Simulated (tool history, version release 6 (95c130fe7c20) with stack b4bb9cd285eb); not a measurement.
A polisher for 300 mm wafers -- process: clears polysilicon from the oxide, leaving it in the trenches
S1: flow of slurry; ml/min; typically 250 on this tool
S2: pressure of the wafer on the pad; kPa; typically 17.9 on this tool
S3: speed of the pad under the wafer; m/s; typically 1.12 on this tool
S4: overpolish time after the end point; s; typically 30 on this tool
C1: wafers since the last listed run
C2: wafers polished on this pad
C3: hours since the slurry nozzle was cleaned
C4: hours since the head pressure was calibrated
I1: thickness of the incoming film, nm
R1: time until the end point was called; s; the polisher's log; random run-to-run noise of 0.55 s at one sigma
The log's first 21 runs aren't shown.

run 22 hour=271.1 | S1=250 S2=17.9 S3=1.12 S4=30 | C1=46 C2=52 C3=481.2 C4=542.3 | I1=500.8 | R1=36.1
-- hour=294.5 slurry nozzle cleaned
run 23 hour=324.3 | S1=250 S2=17.9 S3=1.30 S4=21 | C1=669 C2=722 C3=29.8 C4=595.5 | I1=505.8 | R1=32.4
-- hour=342.4 head pressure recalibrated
run 24 hour=342.9 | S1=215 S2=17.9 S3=0.88 S4=30 | C1=212 C2=935 C3=48.4 C4=0.5 | I1=508.3 | R1=49.0
run 25 hour=354.0 | S1=280 S2=17.9 S3=1.00 S4=30 | C1=142 C2=1077 C3=59.5 C4=11.6 | I1=499.7 | R1=40.5
run 26 hour=361.5 | S1=205 S2=17.9 S3=1.12 S4=14 | C1=96 C2=1174 C3=67.0 C4=19.1 | I1=502.2 | R1=38.8
-- hour=372.0 worn pad replaced by a new one
run 27 hour=376.4 | S1=250 S2=20.7 S3=0.92 S4=47 | C1=139 C2=56 C3=81.9 C4=34.0 | I1=501.4 | R1=38.8
run 28 hour=391.6 | S1=250 S2=17.9 S3=1.12 S4=30 | C1=194 C2=250 C3=97.1 C4=49.2 | I1=489.8 | R1=34.7
run 29 hour=407.1 | S1=250 S2=17.9 S3=1.12 S4=30 | C1=198 C2=449 C3=112.6 C4=64.7 | I1=500.6 | R1=35.0
run 30 hour=418.5 | S1=250 S2=13.1 S3=0.92 S4=30 | C1=146 C2=596 C3=124.0 C4=76.1 | I1=508.5 | R1=55.9

The next listed run, before its measurement:
run 31 hour=435.1 | S1=250 S2=24.1 S3=0.74 S4=30 | C1=212 C2=808 C3=140.6 C4=92.7 | I1=496.5 | R1=?

{"run 31": {"R1": 44.2}}
The same run, on a tool lacking any hidden state, would have yielded R1 43.1 s.
